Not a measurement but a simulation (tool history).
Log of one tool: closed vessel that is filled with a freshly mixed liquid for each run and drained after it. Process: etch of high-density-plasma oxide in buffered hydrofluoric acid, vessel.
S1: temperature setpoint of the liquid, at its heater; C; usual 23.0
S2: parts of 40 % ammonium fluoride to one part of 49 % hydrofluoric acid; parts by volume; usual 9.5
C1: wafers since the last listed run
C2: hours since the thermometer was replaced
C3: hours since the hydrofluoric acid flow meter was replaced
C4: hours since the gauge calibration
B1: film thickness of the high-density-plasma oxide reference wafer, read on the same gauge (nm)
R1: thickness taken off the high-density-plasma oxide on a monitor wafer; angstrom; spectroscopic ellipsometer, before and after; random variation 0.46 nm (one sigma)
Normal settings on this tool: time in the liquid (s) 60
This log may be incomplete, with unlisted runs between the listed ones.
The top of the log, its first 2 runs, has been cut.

run 3 hour=132.6 | S1=23.0 S2=9.5 time_in_the_liquid_(s)=60 | C1=4459 C2=639.8 C3=664.8 C4=758.1 | B1=80.02 | R1=635.1
run 4 hour=168.0 | S1=23.0 S2=9.5 time_in_the_liquid_(s)=60 | C1=2406 C2=675.2 C3=700.2 C4=793.5 | B1=80.00 | R1=619.4
run 5 hour=199.3 | S1=23.0 S2=9.5 time_in_the_liquid_(s)=60 | C1=2127 C2=706.5 C3=731.5 C4=824.8 | B1=79.99 | R1=617.9
run 6 hour=227.5 | S1=24.5 S2=9.5 time_in_the_liquid_(s)=60 | C1=1916 C2=734.7 C3=759.7 C4=853.0 | B1=80.00 | R1=673.0
run 7 hour=290.2 | S1=24.5 S2=9.5 time_in_the_liquid_(s)=60 | C1=4261 C2=797.4 C3=822.4 C4=915.7 | B1=80.01 | R1=672.7
run 8 hour=335.5 | S1=23.0 S2=11.5 time_in_the_liquid_(s)=35 | C1=3079 C2=842.7 C3=867.7 C4=961.0 | B1=79.98 | R1=294.9
run 9 hour=365.4 | S1=23.0 S2=11.5 time_in_the_liquid_(s)=35 | C1=2032 C2=872.6 C3=897.6 C4=990.9 | B1=80.00 | R1=298.3
run 10 hour=418.3 | S1=23.0 S2=11.5 time_in_the_liquid_(s)=35 | C1=3595 C2=925.5 C3=950.5 C4=1043.8 | B1=79.97 | R1=292.0
run 11 hour=487.2 | S1=23.0 S2=9.5 time_in_the_liquid_(s)=60 | C1=4683 C2=994.4 C3=1019.4 C4=1112.7 | B1=80.00 | R1=597.9
-- hour=505.7 hydrofluoric acid flow meter replaced
run 12 hour=554.9 | S1=23.0 S2=9.5 time_in_the_liquid_(s)=60 | C1=4533 C2=1062.1 C3=49.2 C4=1180.4 | B1=80.01 | R1=634.1
run 13 hour=610.6 | S1=23.0 S2=9.5 time_in_the_liquid_(s)=60 | C1=3786 C2=1117.8 C3=104.9 C4=1236.1 | B1=79.99 | R1=635.7
run 14 hour=675.6 | S1=23.0 S2=9.5 time_in_the_liquid_(s)=60 | C1=4418 C2=1182.8 C3=169.9 C4=1301.1 | B1=80.02 | R1=625.5
run 15 hour=746.4 | S1=23.0 S2=9.5 time_in_the_liquid_(s)=60 | C1=4812 C2=1253.6 C3=240.7 C4=1371.9 | B1=80.02 | R1=626.9
run 16 hour=866.4 | S1=27.5 S2=13.0 time_in_the_liquid_(s)=50 | C1=8156 C2=1373.6 C3=360.7 C4=1491.9 | B1=80.00 | R1=495.9
run 17 hour=984.3 | S1=23.0 S2=9.5 time_in_the_liquid_(s)=35 | C1=8014 C2=1491.5 C3=478.6 C4=1609.8 | B1=80.03 | R1=365.8
run 18 hour=1019.2 | S1=23.0 S2=11.0 time_in_the_liquid_(s)=60 | C1=2372 C2=1526.4 C3=513.5 C4=1644.7 | B1=79.99 | R1=537.6

Run 19 comes next. What will it give?
run 19 hour=1075.0 | S1=25.5 S2=12.5 time_in_the_liquid_(s)=45 | C1=3792 C2=1582.2 C3=569.3 C4=1700.5 | B1=? | R1=?

Run 19 gave B1 79.99, R1 402.9 angstrom.
Take away the tool's hidden state, keep the run-to-run variation as it was, and the same run would have given R1 446.1 angstrom.
